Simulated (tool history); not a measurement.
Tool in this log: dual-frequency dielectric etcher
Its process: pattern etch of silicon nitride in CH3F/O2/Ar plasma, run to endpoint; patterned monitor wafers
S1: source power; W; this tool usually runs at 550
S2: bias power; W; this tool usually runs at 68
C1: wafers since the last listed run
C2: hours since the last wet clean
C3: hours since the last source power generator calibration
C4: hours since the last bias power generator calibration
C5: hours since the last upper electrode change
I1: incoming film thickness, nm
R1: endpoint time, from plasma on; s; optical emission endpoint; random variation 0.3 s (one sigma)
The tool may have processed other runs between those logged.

| run | hour | S1 | S2 | C1 | C2 | C3 | C4 | C5 | I1 | R1 |
|---|---|---|---|---|---|---|---|---|---|---|
| 1 | 0.0 | 600 | 68 | 0 | 539.9 | 430.8 | 1478.6 | 2184.0 | 24.59 | 34.3 |
|  | 104.7 | bias power generator calibrated |
| 2 | 116.1 | 600 | 68 | 1028 | 656.0 | 546.9 | 11.4 | 2300.1 | 24.61 | 34.1 |
|  | 151.3 | wet clean of the chamber |
| 3 | 200.5 | 550 | 68 | 554 | 49.2 | 631.3 | 95.8 | 2384.5 | 24.83 | 35.2 |
| 4 | 244.7 | 550 | 68 | 405 | 93.4 | 675.5 | 140.0 | 2428.7 | 24.52 | 35.9 |
| 5 | 315.8 | 550 | 68 | 652 | 164.5 | 746.6 | 211.1 | 2499.8 | 24.70 | 35.4 |
| 6 | 367.9 | 550 | 68 | 478 | 216.6 | 798.7 | 263.2 | 2551.9 | 24.71 | 35.5 |
| 7 | 447.5 | 490 | 59 | 730 | 296.2 | 878.3 | 342.8 | 2631.5 | 24.68 | 39.6 |
| 8 | 542.5 | 490 | 59 | 871 | 391.2 | 973.3 | 437.8 | 2726.5 | 24.69 | 39.8 |
| 9 | 628.5 | 490 | 59 | 789 | 477.2 | 1059.3 | 523.8 | 2812.5 | 24.72 | 39.7 |
| 10 | 683.9 | 550 | 68 | 508 | 532.6 | 1114.7 | 579.2 | 2867.9 | 24.63 | 36.9 |
| 11 | 759.9 | 550 | 68 | 697 | 608.6 | 1190.7 | 655.2 | 2943.9 | 24.84 | 36.9 |
|  | 902.8 | wet clean of the chamber, repeated, since the last time left the tool worse |
|  | 999.9 | upper electrode replaced |
| 12 | 1068.0 | 550 | 73 | 2386 | 165.2 | 1498.8 | 963.3 | 68.1 | 24.94 | 33.6 |
| 13 | 1156.3 | 550 | 73 | 810 | 253.5 | 1587.1 | 1051.6 | 156.4 | 24.59 | 33.5 |
| 14 | 1243.7 | 550 | 68 | 802 | 340.9 | 1674.5 | 1139.0 | 243.8 | 24.72 | 35.3 |
| 15 | 1343.5 | 550 | 68 | 915 | 440.7 | 1774.3 | 1238.8 | 343.6 | 24.77 | 35.0 |
| 16 | 1408.0 | 500 | 58 | 591 | 505.2 | 1838.8 | 1303.3 | 408.1 | 24.74 | 38.3 |
| 17 | 1462.3 | 550 | 68 | 498 | 559.5 | 1893.1 | 1357.6 | 462.4 | 24.66 | 34.9 |

The next listed run, before its measurement:
| 18 | 1505.2 | 440 | 68 | 393 | 602.4 | 1936.0 | 1400.5 | 505.3 | 24.81 | ? |

R1: 36.7 s
Take away the tool's hidden state, keep the run-to-run variation as it was, and the same run would have given R1 35.9 s.
